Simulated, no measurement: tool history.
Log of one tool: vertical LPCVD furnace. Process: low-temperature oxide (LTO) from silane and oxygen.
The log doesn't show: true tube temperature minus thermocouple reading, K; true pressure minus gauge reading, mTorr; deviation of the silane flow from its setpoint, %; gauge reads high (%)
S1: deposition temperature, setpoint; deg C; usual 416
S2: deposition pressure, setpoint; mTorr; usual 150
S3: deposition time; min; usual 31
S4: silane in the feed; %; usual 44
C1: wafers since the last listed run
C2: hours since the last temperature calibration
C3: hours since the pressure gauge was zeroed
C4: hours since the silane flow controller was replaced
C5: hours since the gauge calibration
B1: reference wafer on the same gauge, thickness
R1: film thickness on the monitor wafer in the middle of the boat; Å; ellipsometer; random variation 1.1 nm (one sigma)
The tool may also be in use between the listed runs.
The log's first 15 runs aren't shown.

run	hour	S1	S2	S3	S4	C1	C2	C3	C4	C5	B1	R1
16	1079.6	411	130	31	35	1261	868.9	975.5	1523.3	312.7	227.08	1707.9
17	1129.6	416	150	31	44	1069	918.9	1025.5	1573.3	362.7	226.78	2703.3
18	1176.8	413	175	41.5	40	1009	966.1	1072.7	1620.5	409.9	226.82	3710.7
19	1282	413	150	34.5	37	2249	1071.3	1177.9	1725.7	515.1	226.55	2417.8
# hour 1355.3: silane flow controller replaced
20	1355.8	416	180	22.5	48	1065	1145.1	1251.7	0.5	588.9	227.14	2577.6
21	1408.6	416	135	31	44	1129	1197.9	1304.5	53.3	641.7	227.02	2438.2
22	1498.3	416	150	31	44	1918	1287.6	1394.2	143	731.4	227.03	2736
23	1602.1	423	150	31	38	2219	1391.4	1498	246.8	835.2	227.25	2504.3
24	1689.5	416	165	27	44	1869	1478.8	1585.4	334.2	922.6	227.12	2636.4
25	1781.4	416	150	31	44	1965	1570.7	1677.3	426.1	1014.5	227.13	2723.2
26	1868.1	416	170	31	44	1854	1657.4	1764	512.8	1101.2	226.93	3123.5
27	1959.6	416	125	31	44	1956	1748.9	1855.5	604.3	1192.7	227.36	2304.9
28	2010	416	150	40.5	47	1077	1799.3	1905.9	654.7	1243.1	226.85	3815.4
29	2048.5	416	150	31	44	823	1837.8	1944.4	693.2	1281.6	226.85	2754.6
30	2100.4	423	150	35.5	40	1109	1889.7	1996.3	745.1	1333.5	227.23	3074.3

5 ways to go on from here, each from the tool as it stands after run 30. What would each give?
A	2104	416	150	31	44	76	1893.3	1999.9	748.7	1337.1	?	?
B	2104	409	150	23.5	44	76	1893.3	1999.9	748.7	1337.1	?	?
C	2104	408	150	39	39	76	1893.3	1999.9	748.7	1337.1	?	?
D	2104	416	125	37	44	76	1893.3	1999.9	748.7	1337.1	?	?
E	2104	416	140	20.5	50	76	1893.3	1999.9	748.7	1337.1	?	?

run	B1	R1
A	226.99	2770.6
B	226.99	1957.1
C	226.99	2812.7
D	226.99	2764.9
E	226.99	1915.6
Without the tool's hidden state the same runs would have given:
run	R1
A	2666.5
B	1882.5
C	2702.7
D	2652.2
E	1843.3

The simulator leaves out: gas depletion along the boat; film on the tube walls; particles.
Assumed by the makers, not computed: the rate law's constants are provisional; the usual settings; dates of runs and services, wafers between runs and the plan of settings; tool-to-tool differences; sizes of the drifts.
